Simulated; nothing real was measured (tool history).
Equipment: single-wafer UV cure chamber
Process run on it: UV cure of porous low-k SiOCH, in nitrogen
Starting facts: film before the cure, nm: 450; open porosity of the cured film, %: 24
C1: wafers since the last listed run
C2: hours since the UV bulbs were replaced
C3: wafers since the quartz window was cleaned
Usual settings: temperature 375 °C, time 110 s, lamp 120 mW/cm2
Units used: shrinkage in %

Run 1, hour 0.0: usual settings; C1 0; C2 1361.5; C3 745. Result: shrinkage 8.587 %.
Run 2, hour 30.4: usual settings; C1 351; C2 1391.9; C3 1096. Result: shrinkage 8.312 %.
Run 3, hour 36.8: usual settings; C1 74; C2 1398.3; C3 1170. Result: shrinkage 8.312 %.
Run 4, hour 53.6: usual settings; C1 194; C2 1415.1; C3 1365. Result: shrinkage 8.450 %.
Run 5, hour 60.6: usual settings but lamp 105 mW/cm2; C1 80; C2 1422.1; C3 1446. Result: shrinkage 7.669 %.
Run 6, hour 75.2: usual settings but lamp 105 mW/cm2; C1 168; C2 1436.7; C3 1615. Result: shrinkage 7.584 %.
Run 7, hour 85.5: usual settings; C1 119; C2 1447.0; C3 1734. Result: shrinkage 8.056 %.
Run 8, hour 100.5: usual settings; C1 173; C2 1462.0; C3 1907. Result: shrinkage 7.826 %.
Run 9, hour 117.3: usual settings; C1 194; C2 1478.8; C3 2102. Result: shrinkage 8.001 %.
Run 10, hour 129.4: usual settings but temperature 381 °C, time 155 s, lamp 85 mW/cm2; C1 139; C2 1490.9; C3 2242. Result: shrinkage 7.836 %.
At hour 137.8: quartz window cleaned.
Run 11, hour 141.9: usual settings; C1 52; C2 1503.4; C3 47. Result: shrinkage 8.436 %.
Run 12, hour 151.2: usual settings; C1 107; C2 1512.7; C3 155. Result: shrinkage 8.369 %.
Run 13, hour 157.8: usual settings but time 150 s; C1 76; C2 1519.3; C3 231. Result: shrinkage 10.022 %.

Run 14 is up next; what results do you expect?
At hour 176.0: UV bulbs replaced.
Run 14, hour 187.5: usual settings; C1 251; C2 11.5; C3 482. Result: shrinkage ?.

shrinkage: 8.602 %
Minus the tool's unlogged condition, the same run would have read shrinkage 8.767 %.
